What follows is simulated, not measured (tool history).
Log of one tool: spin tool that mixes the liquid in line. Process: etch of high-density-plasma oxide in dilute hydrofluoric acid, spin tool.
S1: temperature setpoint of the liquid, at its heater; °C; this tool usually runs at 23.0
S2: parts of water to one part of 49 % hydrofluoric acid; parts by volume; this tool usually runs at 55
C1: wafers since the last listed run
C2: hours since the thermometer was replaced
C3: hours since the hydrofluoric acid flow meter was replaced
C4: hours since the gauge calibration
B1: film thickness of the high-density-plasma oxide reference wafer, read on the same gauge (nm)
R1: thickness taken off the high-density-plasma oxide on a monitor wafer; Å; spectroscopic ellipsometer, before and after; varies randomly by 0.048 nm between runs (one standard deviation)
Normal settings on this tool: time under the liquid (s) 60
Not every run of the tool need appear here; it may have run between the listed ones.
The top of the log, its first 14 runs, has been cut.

Run 15, hour 300.7: usual settings but S1 25.5 °C, S2 65 parts by volume; C1 186; C2 2272.8; C3 168.4; C4 484.0; B1 69.98. Result: R1 56.6 Å.
At hour 327.8: gauge calibrated.
Run 16, hour 333.5: usual settings but S1 21.0 °C, S2 80 parts by volume, time under the liquid (s) 70; C1 488; C2 2305.6; C3 201.2; C4 5.7; B1 70.00. Result: R1 42.9 Å.
Run 17, hour 349.6: usual settings; C1 239; C2 2321.7; C3 217.3; C4 21.8; B1 69.99. Result: R1 61.3 Å.
Run 18, hour 377.2: usual settings but S1 18.5 °C, time under the liquid (s) 45; C1 411; C2 2349.3; C3 244.9; C4 49.4; B1 70.01. Result: R1 37.8 Å.
Run 19, hour 397.8: usual settings but S1 25.0 °C, S2 35 parts by volume, time under the liquid (s) 45; C1 306; C2 2369.9; C3 265.5; C4 70.0; B1 70.00. Result: R1 79.2 Å.
Run 20, hour 409.8: usual settings; C1 178; C2 2381.9; C3 277.5; C4 82.0; B1 70.00. Result: R1 60.0 Å.
Run 21, hour 441.5: usual settings but S1 25.0 °C, S2 65 parts by volume, time under the liquid (s) 40; C1 472; C2 2413.6; C3 309.2; C4 113.7; B1 70.00. Result: R1 36.7 Å.
Run 22, hour 456.4: usual settings; C1 221; C2 2428.5; C3 324.1; C4 128.6; B1 69.99. Result: R1 60.9 Å.
At hour 470.6: thermometer replaced.
Run 23, hour 471.1: usual settings but S2 75 parts by volume, time under the liquid (s) 90; C1 204; C2 0.5; C3 338.8; C4 143.3; B1 69.99. Result: R1 72.3 Å.
Run 24, hour 497.4: usual settings; C1 391; C2 26.8; C3 365.1; C4 169.6; B1 69.99. Result: R1 66.7 Å.
Run 25, hour 523.0: usual settings but S2 30 parts by volume, time under the liquid (s) 35; C1 381; C2 52.4; C3 390.7; C4 195.2; B1 69.99. Result: R1 75.3 Å.
Run 26, hour 547.1: usual settings but S1 19.5 °C, S2 70 parts by volume, time under the liquid (s) 45; C1 358; C2 76.5; C3 414.8; C4 219.3; B1 70.00. Result: R1 33.5 Å.
Run 27, hour 568.5: usual settings; C1 318; C2 97.9; C3 436.2; C4 240.7; B1 70.02. Result: R1 68.2 Å.
Run 28, hour 592.3: usual settings; C1 354; C2 121.7; C3 460.0; C4 264.5; B1 69.99. Result: R1 67.0 Å.
Run 29, hour 620.9: usual settings but S1 25.0 °C, S2 25 parts by volume; C1 425; C2 150.3; C3 488.6; C4 293.1; B1 70.00. Result: R1 167.3 Å.
Run 30, hour 654.3: usual settings; C1 497; C2 183.7; C3 522.0; C4 326.5; B1 69.99. Result: R1 66.8 Å.
Run 31, hour 684.7: usual settings but S1 24.5 °C, S2 30 parts by volume, time under the liquid (s) 75; C1 452; C2 214.1; C3 552.4; C4 356.9; B1 70.00. Result: R1 170.7 Å.
Run 32, hour 700.1: usual settings but S1 19.5 °C, S2 45 parts by volume, time under the liquid (s) 85; C1 229; C2 229.5; C3 567.8; C4 372.3; B1 69.98. Result: R1 100.4 Å.

4 options for the next run, each taken on its own from the tool as it stands now. Forecast them:
Run A, hour 700.5: usual settings; C1 5; C2 229.9; C3 568.2; C4 372.7; B1 ?. Result: R1 ?.
Run B, hour 700.5: usual settings but S1 25.5 °C, S2 75 parts by volume, time under the liquid (s) 90; C1 5; C2 229.9; C3 568.2; C4 372.7; B1 ?. Result: R1 ?.
Run C, hour 700.5: usual settings but S2 65 parts by volume; C1 5; C2 229.9; C3 568.2; C4 372.7; B1 ?. Result: R1 ?.
Run D, hour 700.5: usual settings but S1 25.0 °C, time under the liquid (s) 40; C1 5; C2 229.9; C3 568.2; C4 372.7; B1 ?. Result: R1 ?.

run     B1    R1
  A  70.00  66.5
  B  70.00  78.9
  C  70.00  55.5
  D  70.00  48.1
Without the tool's hidden state the same runs would have given:
run    R1
  A  67.8
  B  80.4
  C  56.7
  D  49.1
